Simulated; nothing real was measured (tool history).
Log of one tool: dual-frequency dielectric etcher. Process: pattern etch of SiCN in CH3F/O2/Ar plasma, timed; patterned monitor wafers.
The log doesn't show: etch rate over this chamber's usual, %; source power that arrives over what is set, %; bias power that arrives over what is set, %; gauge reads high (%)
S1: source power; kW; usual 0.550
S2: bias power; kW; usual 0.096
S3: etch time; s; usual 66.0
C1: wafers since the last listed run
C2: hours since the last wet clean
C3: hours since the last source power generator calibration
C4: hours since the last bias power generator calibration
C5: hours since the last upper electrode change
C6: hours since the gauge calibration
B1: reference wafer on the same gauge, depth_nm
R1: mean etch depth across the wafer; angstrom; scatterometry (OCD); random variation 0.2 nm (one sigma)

run   hour     S1     S2    S3   C1     C2      C3      C4      C5     C6     B1     R1
  1    0.0  0.550  0.096  66.0    0    1.2  1571.2  2835.9  5542.7  475.0  34.42  300.2
  2    8.4  0.550  0.096  66.0   61    9.6  1579.6  2844.3  5551.1  483.4  34.38  309.6
  3   16.8  0.550  0.096  66.0   61   18.0  1588.0  2852.7  5559.5  491.8  34.36  303.1
  4   31.7  0.550  0.106  66.0  108   32.9  1602.9  2867.6  5574.4  506.7  34.38  317.9
  5   46.3  0.550  0.096  66.0  106   47.5  1617.5  2882.2  5589.0  521.3  34.39  309.6
  6   62.9  0.550  0.096  66.0  121   64.1  1634.1  2898.8  5605.6  537.9  34.40  306.1
      93.1  -- upper electrode replaced
  7   93.6  0.550  0.096  66.0   48   94.8  1664.8  2929.5     0.5  568.6  34.39  306.7
  8   94.0  0.670  0.117  66.0    2   95.2  1665.2  2929.9     0.9  569.0  34.42  341.1
  9   98.5  0.550  0.079  75.0   32   99.7  1669.7  2934.4     5.4  573.5  34.38  326.7
 10  119.3  0.480  0.104  56.5  151  120.5  1690.5  2955.2    26.2  594.3  34.40  264.0
     131.2  -- source power generator calibrated
 11  131.7  0.550  0.096  66.0   61  132.9     0.5  2967.6    38.6  606.7  34.34  308.1
 12  147.2  0.550  0.102  66.0  113  148.4    16.0  2983.1    54.1  622.2  34.38  314.1
 13  162.4  0.550  0.109  81.0  110  163.6    31.2  2998.3    69.3  637.4  34.42  396.4
     167.4  -- bias power generator calibrated
 14  176.1  0.550  0.096  58.5   70  177.3    44.9     8.7    83.0  651.1  34.40  274.4
 15  183.8  0.550  0.096  53.5   56  185.0    52.6    16.4    90.7  658.8  34.38  251.0
     192.1  -- gauge calibrated
 16  201.7  0.550  0.103  51.0  130  202.9    70.5    34.3   108.6    9.6  34.45  244.6
 17  209.5  0.490  0.085  48.0   56  210.7    78.3    42.1   116.4   17.4  34.40  211.3
 18  220.4  0.610  0.096  80.0   79  221.6    89.2    53.0   127.3   28.3  34.38  386.0
 19  234.8  0.670  0.077  74.0  105  236.0   103.6    67.4   141.7   42.7  34.42  334.2
 20  251.7  0.550  0.096  66.0  123  252.9   120.5    84.3   158.6   59.6  34.43  313.3
 21  260.6  0.660  0.096  60.5   64  261.8   129.4    93.2   167.5   68.5  34.36  294.8
 22  274.4  0.610  0.096  66.0  100  275.6   143.2   107.0   181.3   82.3  34.43  317.7
 23  282.7  0.500  0.088  66.0   60  283.9   151.5   115.3   189.6   90.6  34.36  297.8
 24  293.0  0.510  0.096  66.0   75  294.2   161.8   125.6   199.9  100.9  34.38  308.5
 25  343.6  0.550  0.096  66.0  369  344.8   212.4   176.2   250.5  151.5  34.38  314.3
 26  372.2  0.500  0.072  56.5  208  373.4   241.0   204.8   279.1  180.1  34.43  238.3
 27  380.9  0.550  0.096  66.0   63  382.1   249.7   213.5   287.8  188.8  34.40  313.9
 28  387.4  0.550  0.096  66.0   47  388.6   256.2   220.0   294.3  195.3  34.39  315.8
 29  394.1  0.440  0.079  72.0   48  395.3   262.9   226.7   301.0  202.0  34.34  305.4
 30  410.2  0.490  0.096  78.5  117  411.4   279.0   242.8   317.1  218.1  34.42  369.1

What the log doesn't show, run by run:
source power that arrives over what is set, %: 0 in every run
bias power that arrives over what is set, %: 0 in every run
gauge reads high (%): 0 in every run
H1: etch rate over this chamber's usual, %
run      H1
  1  -0.039
  2    0.03
  3  0.0989
  4   0.221
  5   0.341
  6   0.478
  7    0.73
  8   0.733
  9    0.77
 10   0.941
 11    1.04
 12    1.17
 13    1.29
 14    1.41
 15    1.47
 16    1.62
 17    1.68
 18    1.77
 19    1.89
 20    2.03
 21     2.1
 22    2.21
 23    2.28
 24    2.37
 25    2.78
 26    3.02
 27    3.09
 28    3.14
 29     3.2
 30    3.33
